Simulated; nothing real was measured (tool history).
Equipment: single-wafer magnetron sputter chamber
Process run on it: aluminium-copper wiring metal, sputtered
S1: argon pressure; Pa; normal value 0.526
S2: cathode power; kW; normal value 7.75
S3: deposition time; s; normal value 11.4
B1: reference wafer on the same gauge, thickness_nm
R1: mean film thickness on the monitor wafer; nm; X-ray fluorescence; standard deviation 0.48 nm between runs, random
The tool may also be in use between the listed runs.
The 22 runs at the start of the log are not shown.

run 23 hour=1022.8 | S1=0.526 S2=7.75 S3=11.4 | B1=141.125 | R1=140.468
run 24 hour=1094.8 | S1=0.526 S2=7.75 S3=11.4 | B1=141.009 | R1=140.894
-- hour=1127.1 gauge calibrated
-- hour=1146.8 sputter target and shields replaced
run 25 hour=1171.4 | S1=0.526 S2=6.2 S3=11.4 | B1=140.983 | R1=117.614
run 26 hour=1200.2 | S1=0.679 S2=6.9 S3=13.6 | B1=141.1 | R1=142.978
run 27 hour=1264.4 | S1=0.526 S2=7.75 S3=11.4 | B1=141.128 | R1=141.687
run 28 hour=1325.2 | S1=0.526 S2=7.75 S3=11.4 | B1=141.006 | R1=141.398
run 29 hour=1390.3 | S1=0.526 S2=9.1 S3=10.1 | B1=140.969 | R1=144.884
run 30 hour=1555.8 | S1=0.468 S2=8.9 S3=11.4 | B1=141.053 | R1=164.266
run 31 hour=1586.8 | S1=0.733 S2=7.75 S3=11.4 | B1=141.033 | R1=131.11
-- hour=1638.2 sputter target and shields replaced
run 32 hour=1643.7 | S1=0.397 S2=6.6 S3=12.6 | B1=140.992 | R1=145.496
run 33 hour=1701.8 | S1=0.526 S2=7.75 S3=12.1 | B1=140.998 | R1=151.652
run 34 hour=1758 | S1=0.657 S2=7.75 S3=11.4 | B1=141.041 | R1=135.143

Run 35, settings as shown, results not yet in. Your forecast:
run 35 hour=1787.5 | S1=0.526 S2=9.65 S3=11.4 | B1=? | R1=?

B1: 141.02
R1: 172.289 nm
With the hidden condition absent and the run-to-run variation left alone, this run would have shown R1 169.679 nm.
